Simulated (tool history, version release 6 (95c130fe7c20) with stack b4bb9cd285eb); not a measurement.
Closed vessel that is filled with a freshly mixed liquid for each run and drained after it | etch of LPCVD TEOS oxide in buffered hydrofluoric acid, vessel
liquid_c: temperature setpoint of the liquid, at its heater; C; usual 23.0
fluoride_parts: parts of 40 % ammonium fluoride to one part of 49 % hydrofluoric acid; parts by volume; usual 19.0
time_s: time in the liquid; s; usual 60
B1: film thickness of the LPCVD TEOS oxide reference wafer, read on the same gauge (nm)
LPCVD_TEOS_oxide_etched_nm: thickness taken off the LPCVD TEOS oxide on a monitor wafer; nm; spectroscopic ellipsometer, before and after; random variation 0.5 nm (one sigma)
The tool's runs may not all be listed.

run 1 hour=0.0 | liquid_c=25.5 fluoride_parts=19.0 time_s=60 | B1=40.03 | LPCVD_TEOS_oxide_etched_nm=140.53
run 2 hour=28.5 | liquid_c=25.5 fluoride_parts=19.0 time_s=60 | B1=40.02 | LPCVD_TEOS_oxide_etched_nm=139.81
run 3 hour=42.0 | liquid_c=25.5 fluoride_parts=19.0 time_s=60 | B1=40.02 | LPCVD_TEOS_oxide_etched_nm=140.21
run 4 hour=65.5 | liquid_c=23.0 fluoride_parts=19.0 time_s=60 | B1=39.99 | LPCVD_TEOS_oxide_etched_nm=122.39
-- hour=79.0 thermometer replaced
run 5 hour=90.5 | liquid_c=23.0 fluoride_parts=19.0 time_s=60 | B1=40.00 | LPCVD_TEOS_oxide_etched_nm=121.68
run 6 hour=108.1 | liquid_c=23.0 fluoride_parts=19.0 time_s=60 | B1=40.00 | LPCVD_TEOS_oxide_etched_nm=121.48
run 7 hour=120.8 | liquid_c=23.0 fluoride_parts=19.0 time_s=60 | B1=39.98 | LPCVD_TEOS_oxide_etched_nm=121.63
-- hour=130.0 gauge calibrated
run 8 hour=141.6 | liquid_c=23.0 fluoride_parts=19.0 time_s=60 | B1=40.00 | LPCVD_TEOS_oxide_etched_nm=119.71
run 9 hour=161.9 | liquid_c=23.0 fluoride_parts=24.0 time_s=60 | B1=40.00 | LPCVD_TEOS_oxide_etched_nm=103.04
run 10 hour=176.6 | liquid_c=23.0 fluoride_parts=19.0 time_s=90 | B1=40.01 | LPCVD_TEOS_oxide_etched_nm=180.16
run 11 hour=191.8 | liquid_c=23.0 fluoride_parts=19.0 time_s=60 | B1=40.01 | LPCVD_TEOS_oxide_etched_nm=120.41
-- hour=206.3 hydrofluoric acid flow meter replaced
run 12 hour=215.4 | liquid_c=18.5 fluoride_parts=22.5 time_s=35 | B1=39.99 | LPCVD_TEOS_oxide_etched_nm=53.27
run 13 hour=229.4 | liquid_c=23.0 fluoride_parts=19.0 time_s=60 | B1=40.00 | LPCVD_TEOS_oxide_etched_nm=131.64
run 14 hour=258.8 | liquid_c=23.0 fluoride_parts=15.0 time_s=40 | B1=40.02 | LPCVD_TEOS_oxide_etched_nm=110.88

Forecast each of these 4 alternatives for the next run:
run A hour=259.5 | liquid_c=23.0 fluoride_parts=19.0 time_s=60 | B1=? | LPCVD_TEOS_oxide_etched_nm=?
run B hour=259.5 | liquid_c=25.0 fluoride_parts=19.0 time_s=95 | B1=? | LPCVD_TEOS_oxide_etched_nm=?
run C hour=259.5 | liquid_c=21.0 fluoride_parts=19.0 time_s=30 | B1=? | LPCVD_TEOS_oxide_etched_nm=?
run D hour=259.5 | liquid_c=19.5 fluoride_parts=23.5 time_s=30 | B1=? | LPCVD_TEOS_oxide_etched_nm=?

run=A B1=39.99 LPCVD_TEOS_oxide_etched_nm=131.46
run=B B1=39.99 LPCVD_TEOS_oxide_etched_nm=232.22
run=C B1=39.99 LPCVD_TEOS_oxide_etched_nm=58.83
run=D B1=39.99 LPCVD_TEOS_oxide_etched_nm=46.34
Without the tool's hidden state the same runs would have given:
run=A LPCVD_TEOS_oxide_etched_nm=134.76
run=B LPCVD_TEOS_oxide_etched_nm=238.05
run=C LPCVD_TEOS_oxide_etched_nm=60.31
run=D LPCVD_TEOS_oxide_etched_nm=47.15
